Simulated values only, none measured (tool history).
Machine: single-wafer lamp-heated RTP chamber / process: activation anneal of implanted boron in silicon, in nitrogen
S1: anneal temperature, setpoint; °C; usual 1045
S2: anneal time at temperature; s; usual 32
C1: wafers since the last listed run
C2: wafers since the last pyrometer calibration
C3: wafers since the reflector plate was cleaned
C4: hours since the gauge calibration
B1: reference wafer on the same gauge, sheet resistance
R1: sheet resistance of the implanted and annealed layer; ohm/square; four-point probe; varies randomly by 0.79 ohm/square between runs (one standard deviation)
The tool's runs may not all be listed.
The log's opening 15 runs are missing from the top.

run	hour	S1	S2	C1	C2	C3	C4	B1	R1
16	440.2	1031	26	1435	3033	1637	262	458.93	528.15
17	460.7	1018	43	360	3394	1997	282.5	458.92	526.2
18	496.6	1023	32	631	4025	2629	318.4	459.1	527.85
19	520.7	1035	18	423	4449	3053	342.5	458.81	529.87
# hour 538.2: pyrometer window cleaned and pyrometer calibrated
20	554.3	1074	32	450	282	3503	376.1	458.97	516.49
21	595.8	1058	19	730	1012	4233	417.6	459.08	526.04
22	631.4	1058	41	626	1638	4860	453.2	458.83	518.04
23	655.2	1045	32	418	2057	5278	477	458.88	524.1
24	672.2	1034	51	299	2356	5577	494	458.97	520.64
25	701.9	1022	22	522	2878	6100	523.7	459.07	531.19
26	737	1068	27	617	3496	6717	558.8	458.96	520.12
27	751.2	1073	45	249	3746	6967	573	458.95	512.44
28	764.6	1058	19	235	3981	7203	586.4	459.08	528.13
29	792.5	1045	32	490	4472	7694	614.3	459.09	522.7
# hour 863.8: reflector plate cleaned
# hour 881.2: pyrometer window cleaned and pyrometer calibrated
30	893	1045	32	1486	207	372	714.8	459.08	524.96
31	925.1	1045	32	564	772	937	746.9	459.01	522.6
32	957.1	1016	39	562	1335	1500	778.9	458.91	527.13
33	981.3	1066	17	425	1761	1926	803.1	458.9	527.1
34	995.2	1045	32	244	2005	2170	817	458.97	523.42
35	1007.8	1045	32	221	2227	2392	829.6	458.91	525
36	1043	1053	37	619	2846	3011	864.8	459.02	522.03

Branching from run 36: 5 alternative next runs. What would each branch give?
A	1043.4	1062	32	7	2853	3018	865.2	?	?
B	1043.4	1030	47	7	2853	3018	865.2	?	?
C	1043.4	1070	24	7	2853	3018	865.2	?	?
D	1043.4	1025	32	7	2853	3018	865.2	?	?
E	1043.4	1045	25	7	2853	3018	865.2	?	?

run	B1	R1
A	459.02	521.08
B	459.02	523.51
C	459.02	522.85
D	459.02	527.97
E	459.02	526.9
What these runs would have given with no unlogged condition in the tool:
run	R1
A	521.08
B	523.51
C	522.85
D	527.97
E	526.9
